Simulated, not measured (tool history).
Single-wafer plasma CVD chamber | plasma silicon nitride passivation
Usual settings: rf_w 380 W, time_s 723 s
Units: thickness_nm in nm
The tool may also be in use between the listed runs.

| run | hour | rf_w | time_s | read-back reference wafer on the same gauge, thickness_nm | thickness_nm |
|---|---|---|---|---|---|
| 1 | 0.0 | 380 | 723 | 1220.633 | 1081.812 |
| 2 | 69.6 | 380 | 723 | 1220.232 | 1082.099 |
| 3 | 97.3 | 380 | 723 | 1220.697 | 1080.907 |
| 4 | 140.9 | 380 | 723 | 1219.899 | 1082.157 |
|  | 191.9 | RF generator calibrated |
| 5 | 201.7 | 380 | 723 | 1219.854 | 1080.069 |
| 6 | 239.0 | 380 | 723 | 1219.123 | 1082.308 |
| 7 | 296.1 | 380 | 723 | 1219.439 | 1077.758 |
| 8 | 363.9 | 380 | 795 | 1220.293 | 1192.509 |
| 9 | 392.9 | 380 | 795 | 1220.053 | 1189.191 |
| 10 | 463.4 | 380 | 795 | 1220.188 | 1191.166 |
| 11 | 505.6 | 345 | 723 | 1220.279 | 1057.908 |
| 12 | 534.0 | 345 | 723 | 1220.896 | 1059.513 |
| 13 | 603.3 | 380 | 723 | 1220.303 | 1080.358 |
| 14 | 641.0 | 380 | 723 | 1220.333 | 1079.989 |
| 15 | 707.0 | 360 | 666 | 1220.406 | 983.666 |
| 16 | 732.5 | 360 | 666 | 1219.354 | 979.459 |
| 17 | 759.9 | 380 | 723 | 1220.208 | 1082.625 |
| 18 | 806.1 | 380 | 723 | 1219.899 | 1082.860 |
| 19 | 851.8 | 380 | 723 | 1219.669 | 1083.426 |
| 20 | 916.4 | 380 | 723 | 1220.291 | 1084.537 |
| 21 | 949.1 | 380 | 600 | 1219.503 | 894.839 |
| 22 | 990.1 | 430 | 789 | 1219.920 | 1220.920 |
| 23 | 1014.9 | 355 | 834 | 1219.635 | 1229.528 |
|  | 1055.0 | showerhead replaced |
| 24 | 1065.8 | 305 | 787 | 1219.260 | 1117.377 |
| 25 | 1094.7 | 380 | 778 | 1220.005 | 1166.600 |
| 26 | 1160.9 | 405 | 595 | 1219.513 | 903.572 |

Forecast run 27:
| 27 | 1210.2 | 415 | 816 | ? | ? |

Run 27 gave read-back reference wafer on the same gauge, thickness_nm 1219.801, thickness_nm 1249.448 nm.
Without the tool's hidden state the same run would have given thickness_nm 1249.448 nm.
